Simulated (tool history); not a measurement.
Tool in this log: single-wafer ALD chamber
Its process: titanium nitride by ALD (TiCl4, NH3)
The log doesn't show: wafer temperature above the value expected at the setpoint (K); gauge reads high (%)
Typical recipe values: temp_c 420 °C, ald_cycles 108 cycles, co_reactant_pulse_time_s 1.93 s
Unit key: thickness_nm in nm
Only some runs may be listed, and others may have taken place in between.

| run | hour | temp_c | ald_cycles | co_reactant_pulse_time_s | wafers since the last listed run | hours since the last thermocouple change | hours since the showerhead was replaced | hours since the gauge calibration | read-back reference wafer on the same gauge, thickness_nm | thickness_nm |
|---|---|---|---|---|---|---|---|---|---|---|
| 1 | 0 | 413 | 108 | 1.93 | 0 | 2722.9 | 2017.5 | 88 | 2.574 | 2.212 |
| 2 | 70.6 | 413 | 108 | 1.93 | 135 | 2793.5 | 2088.1 | 158.6 | 2.591 | 2.233 |
| 3 | 86.3 | 420 | 108 | 1.64 | 30 | 2809.2 | 2103.8 | 174.3 | 2.592 | 2.226 |
| 4 | 106.3 | 420 | 108 | 1.64 | 38 | 2829.2 | 2123.8 | 194.3 | 2.594 | 2.23 |
| 5 | 139.9 | 420 | 108 | 2.12 | 64 | 2862.8 | 2157.4 | 227.9 | 2.6 | 2.261 |
| 6 | 173.7 | 420 | 108 | 1.93 | 64 | 2896.6 | 2191.2 | 261.7 | 2.602 | 2.252 |
| 7 | 204.7 | 420 | 108 | 1.93 | 59 | 2927.6 | 2222.2 | 292.7 | 2.606 | 2.252 |
| 8 | 220.9 | 420 | 108 | 2.45 | 30 | 2943.8 | 2238.4 | 308.9 | 2.606 | 2.273 |
| 9 | 254.4 | 420 | 108 | 2.45 | 64 | 2977.3 | 2271.9 | 342.4 | 2.612 | 2.276 |
| 10 | 273.4 | 420 | 108 | 2.45 | 36 | 2996.3 | 2290.9 | 361.4 | 2.612 | 2.268 |
| 11 | 303.7 | 420 | 108 | 1.93 | 57 | 3026.6 | 2321.2 | 391.7 | 2.616 | 2.259 |
| 12 | 338.4 | 420 | 108 | 1.93 | 66 | 3061.3 | 2355.9 | 426.4 | 2.614 | 2.258 |
| 13 | 371.1 | 420 | 108 | 1.93 | 62 | 3094 | 2388.6 | 459.1 | 2.617 | 2.271 |
| 14 | 397.3 | 420 | 108 | 1.93 | 50 | 3120.2 | 2414.8 | 485.3 | 2.619 | 2.267 |
|  | 413.4 | thermocouple changed; heater temperature recalibrated |
| 15 | 430.4 | 414 | 108 | 2.22 | 48 | 17 | 2447.9 | 518.4 | 2.616 | 2.267 |
| 16 | 455.5 | 420 | 122 | 1.93 | 48 | 42.1 | 2473 | 543.5 | 2.622 | 2.556 |
| 17 | 473.1 | 420 | 108 | 1.64 | 33 | 59.7 | 2490.6 | 561.1 | 2.621 | 2.259 |
| 18 | 508.7 | 420 | 108 | 1.93 | 68 | 95.3 | 2526.2 | 596.7 | 2.622 | 2.255 |
| 19 | 539.2 | 420 | 108 | 1.93 | 58 | 125.8 | 2556.7 | 627.2 | 2.623 | 2.267 |
|  | 556.7 | gauge calibrated |
| 20 | 560 | 425 | 108 | 1.93 | 39 | 146.6 | 2577.5 | 3.3 | 2.53 | 2.191 |
|  | 587.9 | showerhead replaced |
| 21 | 588.4 | 413 | 129 | 1.41 | 39 | 175 | 0.5 | 31.7 | 2.537 | 2.58 |
| 22 | 593.3 | 420 | 108 | 2.19 | 9 | 179.9 | 5.4 | 36.6 | 2.539 | 2.197 |
| 23 | 625.1 | 415 | 108 | 1.24 | 60 | 211.7 | 37.2 | 68.4 | 2.545 | 2.144 |
| 24 | 660.1 | 425 | 108 | 1.93 | 66 | 246.7 | 72.2 | 103.4 | 2.554 | 2.207 |
| 25 | 687.7 | 411 | 108 | 2.25 | 52 | 274.3 | 99.8 | 131 | 2.561 | 2.21 |
| 26 | 707.7 | 414 | 108 | 1.48 | 38 | 294.3 | 119.8 | 151 | 2.561 | 2.191 |
| 27 | 722.5 | 420 | 98 | 1.93 | 28 | 309.1 | 134.6 | 165.8 | 2.566 | 2.011 |
| 28 | 741.3 | 420 | 108 | 1.93 | 35 | 327.9 | 153.4 | 184.6 | 2.569 | 2.214 |

What if the next run were any one of these 4? Each begins from the tool's condition after run 28:
| A | 741.9 | 420 | 108 | 1.93 | 1 | 328.5 | 154 | 185.2 | ? | ? |
| B | 741.9 | 405 | 117 | 2.54 | 1 | 328.5 | 154 | 185.2 | ? | ? |
| C | 741.9 | 428 | 121 | 1.47 | 1 | 328.5 | 154 | 185.2 | ? | ? |
| D | 741.9 | 433 | 108 | 1.93 | 1 | 328.5 | 154 | 185.2 | ? | ? |

| run | read-back reference wafer on the same gauge, thickness_nm | thickness_nm |
|---|---|---|
| A | 2.568 | 2.218 |
| B | 2.568 | 2.417 |
| C | 2.568 | 2.464 |
| D | 2.568 | 2.223 |
With the hidden condition removed and each run's random variation left untouched, the same runs would have given:
| run | thickness_nm |
|---|---|
| A | 2.203 |
| B | 2.4 |
| C | 2.447 |
| D | 2.207 |
